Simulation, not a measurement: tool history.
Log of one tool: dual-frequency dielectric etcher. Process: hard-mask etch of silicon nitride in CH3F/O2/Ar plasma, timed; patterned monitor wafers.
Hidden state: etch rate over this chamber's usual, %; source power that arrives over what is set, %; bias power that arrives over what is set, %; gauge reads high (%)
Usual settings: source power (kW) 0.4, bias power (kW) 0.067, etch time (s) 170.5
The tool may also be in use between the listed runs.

run      day  source power (kW)  bias power (kW)  etch time (s)  wafers since the last listed run  hours since the last wet clean  hours since the last source power generator calibration  hours since the last bias power generator calibration  hours since the last upper electrode change  hours since the gauge calibration  read-back reference wafer on the same gauge, depth_nm  mean etch depth across the wafer (angstrom)
  1        0                0.4            0.067          195.5                                 0                           294.8                                                   3474.8                                                 1935.3                                       1163.6                              948.4                                                  123.9                                         1498
  2    1.992                0.4            0.072          170.5                               270                           342.6                                                   3522.6                                                 1983.1                                       1211.4                              996.2                                                  124.1                                         1338
  3    5.054               0.47            0.067          170.5                               416                           416.1                                                   3596.1                                                 2056.6                                       1284.9                             1069.7                                                    124                                         1385
  4    7.742                0.4            0.067          170.5                               365                           480.6                                                   3660.6                                                 2121.1                                       1349.4                             1134.2                                                    124                                         1313
  5   11.488                0.4            0.067          170.5                               509                           570.5                                                   3750.5                                                   2211                                       1439.3                             1224.1                                                  123.9                                         1311
      12.592  -- wet clean of the chamber
  6   13.325               0.44            0.067          170.5                               113                            17.6                                                   3794.6                                                 2255.1                                       1483.4                             1268.2                                                  123.9                                         1358
  7   15.021                0.4            0.067          170.5                               230                            58.3                                                   3835.3                                                 2295.8                                       1524.1                             1308.9                                                  124.1                                         1307
  8   17.812                0.4            0.067          170.5                               379                           125.3                                                   3902.3                                                 2362.8                                       1591.1                             1375.9                                                    124                                         1313
  9   20.188                0.4            0.067          170.5                               322                           182.3                                                   3959.3                                                 2419.8                                       1648.1                             1432.9                                                    124                                         1304
 10   24.183               0.35            0.067          170.5                               543                           278.2                                                   4055.2                                                 2515.7                                         1744                             1528.8                                                  124.1                                         1263
 11   27.229               0.35            0.067          170.5                               414                           351.3                                                   4128.3                                                 2588.8                                       1817.1                             1601.9                                                  124.1                                         1260
      31.529  -- source power generator calibrated
 12   31.779               0.35            0.067          170.5                               596                           460.5                                                        6                                                   2698                                       1926.3                             1711.1                                                    124                                         1241
      33.292  -- wet clean of the chamber
 13   34.425                0.4            0.067            158                               223                            27.2                                                     69.5                                                 2761.5                                       1989.8                             1774.6                                                  124.1                                         1198
 14   37.096                0.4            0.067            158                               363                            91.3                                                    133.6                                                 2825.6                                       2053.9                             1838.7                                                    124                                         1202
 15   41.338                0.4            0.074          194.5                               576                           193.1                                                    235.4                                                 2927.4                                       2155.7                             1940.5                                                    124                                         1520
 16   44.658                0.4            0.067          170.5                               451                           272.8                                                    315.1                                                 3007.1                                       2235.4                             2020.2                                                    124                                         1298
 17   47.496               0.49            0.083          221.5                               385                           340.9                                                    383.2                                                 3075.2                                       2303.5                             2088.3                                                  124.1                                         1918
 18   53.688               0.31            0.076            130                               842                           489.5                                                    531.8                                                 3223.8                                       2452.1                             2236.9                                                  124.2                                          950
      54.738  -- wet clean of the chamber
 19   55.883               0.32            0.054          170.5                               162                            27.5                                                    584.5                                                 3276.5                                       2504.8                             2289.6                                                  123.9                                         1137
        58.3  -- upper electrode replaced
 20   60.338                0.4            0.067          195.5                               469                           134.4                                                    691.4                                                 3383.4                                         48.9                             2396.5                                                  123.9                                         1493
 21   70.108                0.4            0.067          170.5                              1328                           368.9                                                    925.9                                                 3617.9                                        283.4                               2631                                                  124.1                                         1298
 22   72.012                0.4            0.067          124.5                               258                           414.6                                                    971.6                                                 3663.6                                        329.1                             2676.7                                                    124                                          950
 23   74.729                0.4            0.067          170.5                               369                           479.8                                                   1036.8                                                 3728.8                                        394.3                             2741.9                                                    124                                         1305
      75.029  -- gauge calibrated
      76.292  -- wet clean of the chamber
 24   81.533                0.4            0.067          170.5                               789                           125.8                                                   1200.1                                                 3892.1                                        557.6                              156.1                                                  123.9                                         1309
      84.146  -- bias power generator calibrated
 25     85.7               0.43            0.055          204.5                               543                           225.8                                                   1300.1                                                   37.3                                        657.6                              256.1                                                  123.9                                         1512
 26   97.054               0.45            0.067          203.5                              1544                           498.3                                                   1572.6                                                  309.8                                        930.1                              528.6                                                    124                                         1613
 27   98.667               0.43            0.061          153.5                               219                             537                                                   1611.3                                                  348.5                                        968.8                              567.3                                                  124.1                                         1170
     101.329  -- wet clean of the chamber
 28    105.8                0.4            0.067            195                               834                           107.3                                                   1782.5                                                  519.7                                         1140                              738.5                                                  123.9                                         1494
 29  108.296               0.46            0.075          154.5                               339                           167.2                                                   1842.4                                                  579.6                                       1199.9                              798.4                                                  123.8                                         1275
 30  111.688                0.4            0.067          170.5                               461                           248.6                                                   1923.8                                                    661                                       1281.3                              879.8                                                  123.9                                         1304

The tool's hidden state at each run:
etch rate over this chamber's usual, %: 0 in every run
bias power that arrives over what is set, %: 0 in every run
gauge reads high (%): 0 in every run
H1: source power that arrives over what is set, %
run     H1
  1   4.15
  2    4.2
  3   4.28
  4   4.36
  5   4.45
  6    4.5
  7   4.55
  8   4.62
  9   4.68
 10   4.79
 11   4.87
 12  0.935
 13      1
 14   1.07
 15   1.19
 16   1.27
 17   1.35
 18   1.51
 19   1.57
 20   1.69
 21   1.95
 22      2
 23   2.07
 24   2.25
 25   2.36
 26   2.66
 27    2.7
 28   2.89
 29   2.95
 30   3.04
